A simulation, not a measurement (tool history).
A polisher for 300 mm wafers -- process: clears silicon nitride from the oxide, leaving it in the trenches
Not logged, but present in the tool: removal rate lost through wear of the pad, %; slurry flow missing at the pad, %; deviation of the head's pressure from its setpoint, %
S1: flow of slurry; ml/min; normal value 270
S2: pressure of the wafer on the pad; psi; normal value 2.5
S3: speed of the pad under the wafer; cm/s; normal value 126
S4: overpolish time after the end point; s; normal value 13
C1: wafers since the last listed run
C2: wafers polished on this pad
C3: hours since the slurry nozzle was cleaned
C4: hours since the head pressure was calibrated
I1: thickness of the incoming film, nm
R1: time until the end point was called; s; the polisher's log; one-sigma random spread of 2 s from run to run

Run 1, hour 0.0: usual settings; C1 0; C2 2; C3 54.8; C4 792.3; I1 138.4. Result: R1 141.6 s.
Run 2, hour 10.5: usual settings but S3 100 cm/s; C1 63; C2 66; C3 65.3; C4 802.8; I1 138.2. Result: R1 177.4 s.
Run 3, hour 65.1: usual settings but S3 100 cm/s; C1 328; C2 395; C3 119.9; C4 857.4; I1 142.4. Result: R1 186.5 s.
Run 4, hour 93.5: usual settings but S3 100 cm/s; C1 171; C2 566; C3 148.3; C4 885.8; I1 139.5. Result: R1 182.4 s.
Run 5, hour 112.2: usual settings but S3 142 cm/s; C1 112; C2 678; C3 167.0; C4 904.5; I1 140.0. Result: R1 132.6 s.
Run 6, hour 200.2: usual settings but S3 142 cm/s; C1 530; C2 1208; C3 255.0; C4 992.5; I1 138.8. Result: R1 138.8 s.
At hour 218.9: worn pad replaced by a new one.
Run 7, hour 220.5: usual settings; C1 98; C2 9; C3 275.3; C4 1012.8; I1 140.2. Result: R1 139.4 s.
Run 8, hour 246.3: usual settings; C1 155; C2 165; C3 301.1; C4 1038.6; I1 139.6. Result: R1 140.8 s.
Run 9, hour 280.7: usual settings but S1 320 ml/min; C1 207; C2 372; C3 335.5; C4 1073.0; I1 138.2. Result: R1 137.4 s.
Run 10, hour 310.3: usual settings but S1 320 ml/min; C1 178; C2 550; C3 365.1; C4 1102.6; I1 138.8. Result: R1 141.6 s.
Run 11, hour 332.1: usual settings but S1 320 ml/min; C1 131; C2 682; C3 386.9; C4 1124.4; I1 139.1. Result: R1 142.1 s.
Run 12, hour 363.6: usual settings but S1 340 ml/min, S3 154 cm/s; C1 189; C2 871; C3 418.4; C4 1155.9; I1 140.2. Result: R1 121.7 s.
At hour 372.4: slurry nozzle cleaned.
Run 13, hour 381.3: usual settings but S1 305 ml/min; C1 100; C2 972; C3 8.9; C4 1173.6; I1 140.6. Result: R1 151.4 s.
Run 14, hour 399.7: usual settings but S1 305 ml/min; C1 110; C2 1083; C3 27.3; C4 1192.0; I1 141.0. Result: R1 154.6 s.
Run 15, hour 432.6: usual settings but S1 305 ml/min; C1 198; C2 1281; C3 60.2; C4 1224.9; I1 138.2. Result: R1 154.7 s.
At hour 453.5: worn pad replaced by a new one.
Run 16, hour 454.0: usual settings; C1 104; C2 3; C3 81.6; C4 1246.3; I1 141.9. Result: R1 144.5 s.
Run 17, hour 464.3: usual settings; C1 62; C2 65; C3 91.9; C4 1256.6; I1 141.9. Result: R1 144.5 s.
Run 18, hour 495.2: usual settings; C1 186; C2 251; C3 122.8; C4 1287.5; I1 141.7. Result: R1 142.6 s.
Run 19, hour 508.9: usual settings but S1 320 ml/min; C1 82; C2 333; C3 136.5; C4 1301.2; I1 140.9. Result: R1 139.2 s.
Run 20, hour 536.2: usual settings; C1 164; C2 498; C3 163.8; C4 1328.5; I1 142.8. Result: R1 146.6 s.
Run 21, hour 561.0: usual settings but S3 154 cm/s; C1 149; C2 647; C3 188.6; C4 1353.3; I1 139.3. Result: R1 116.3 s.
Run 22, hour 578.8: usual settings but S2 3.2 psi, S4 8 s; C1 107; C2 754; C3 206.4; C4 1371.1; I1 138.9. Result: R1 114.6 s.
Run 23, hour 604.7: usual settings but S2 2.1 psi, S3 154 cm/s, S4 20 s; C1 156; C2 910; C3 232.3; C4 1397.0; I1 137.7. Result: R1 146.8 s.
Run 24, hour 624.3: usual settings but S1 195 ml/min, S3 114 cm/s; C1 118; C2 1029; C3 251.9; C4 1416.6; I1 141.4. Result: R1 181.3 s.
Run 25, hour 642.4: usual settings but S2 2.8 psi; C1 109; C2 1138; C3 270.0; C4 1434.7; I1 138.5. Result: R1 140.0 s.
Run 26, hour 661.3: usual settings; C1 113; C2 1251; C3 288.9; C4 1453.6; I1 141.7. Result: R1 165.0 s.
At hour 678.7: worn pad replaced by a new one.
Run 27, hour 684.9: usual settings but S1 230 ml/min, S2 2.7 psi, S3 164 cm/s, S4 17 s; C1 118; C2 37; C3 312.5; C4 1477.2; I1 138.4. Result: R1 103.6 s.
Run 28, hour 709.4: usual settings; C1 147; C2 185; C3 337.0; C4 1501.7; I1 138.2. Result: R1 141.5 s.
Run 29, hour 726.5: usual settings but S4 6 s; C1 103; C2 288; C3 354.1; C4 1518.8; I1 140.3. Result: R1 140.2 s.
Run 30, hour 751.1: usual settings but S3 150 cm/s, S4 20 s; C1 148; C2 436; C3 378.7; C4 1543.4; I1 138.6. Result: R1 121.3 s.
At hour 763.4: head pressure recalibrated.
At hour 764.3: slurry nozzle cleaned.
Run 31, hour 781.7: usual settings but S4 5 s; C1 167; C2 603; C3 17.4; C4 18.3; I1 141.2. Result: R1 146.0 s.
Run 32, hour 800.4: usual settings but S3 144 cm/s, S4 19 s; C1 112; C2 716; C3 36.1; C4 37.0; I1 140.9. Result: R1 130.0 s.
Run 33, hour 815.0: usual settings but S1 305 ml/min, S2 3.2 psi, S3 104 cm/s; C1 87; C2 803; C3 50.7; C4 51.6; I1 138.1. Result: R1 137.9 s.
Run 34, hour 841.4: usual settings but S2 3.1 psi, S3 138 cm/s, S4 18 s; C1 159; C2 963; C3 77.1; C4 78.0; I1 139.1. Result: R1 112.9 s.
Run 35, hour 876.8: usual settings; C1 213; C2 1176; C3 112.5; C4 113.4; I1 141.5. Result: R1 160.5 s.
At hour 912.8: worn pad replaced by a new one.
Run 36, hour 913.3: usual settings but S1 245 ml/min, S3 100 cm/s, S4 9 s; C1 195; C2 2; C3 149.0; C4 149.9; I1 141.8. Result: R1 181.7 s.
Run 37, hour 945.1: usual settings but S1 340 ml/min; C1 191; C2 194; C3 180.8; C4 181.7; I1 140.7. Result: R1 139.0 s.
Run 38, hour 976.2: usual settings but S1 185 ml/min, S2 1.9 psi, S3 152 cm/s; C1 187; C2 381; C3 211.9; C4 212.8; I1 138.1. Result: R1 159.6 s.

What the log doesn't show, run by run:
slurry flow missing at the pad, %: 0 at every run
deviation of the head's pressure from its setpoint, %: 0 at every run
H1: removal rate lost through wear of the pad, %
run     H1
  1   1.88
  2   1.92
  3   3.09
  4   4.36
  5   5.45
  6   13.2
  7  0.496
  8  0.707
  9   1.57
 10   2.84
 11    4.1
 12   6.38
 13   7.91
 14   9.68
 15   13.3
 16  0.842
 17  0.875
 18   1.33
 19   1.71
 20   2.76
 21   4.09
 22   5.25
 23   7.27
 24   9.04
 25   10.9
 26     13
 27   1.67
 28   1.92
 29    2.3
 30   3.13
 31   4.64
 32   5.82
 33   6.88
 34    9.1
 35   12.7
 36  0.809
 37    1.1
 38   1.94
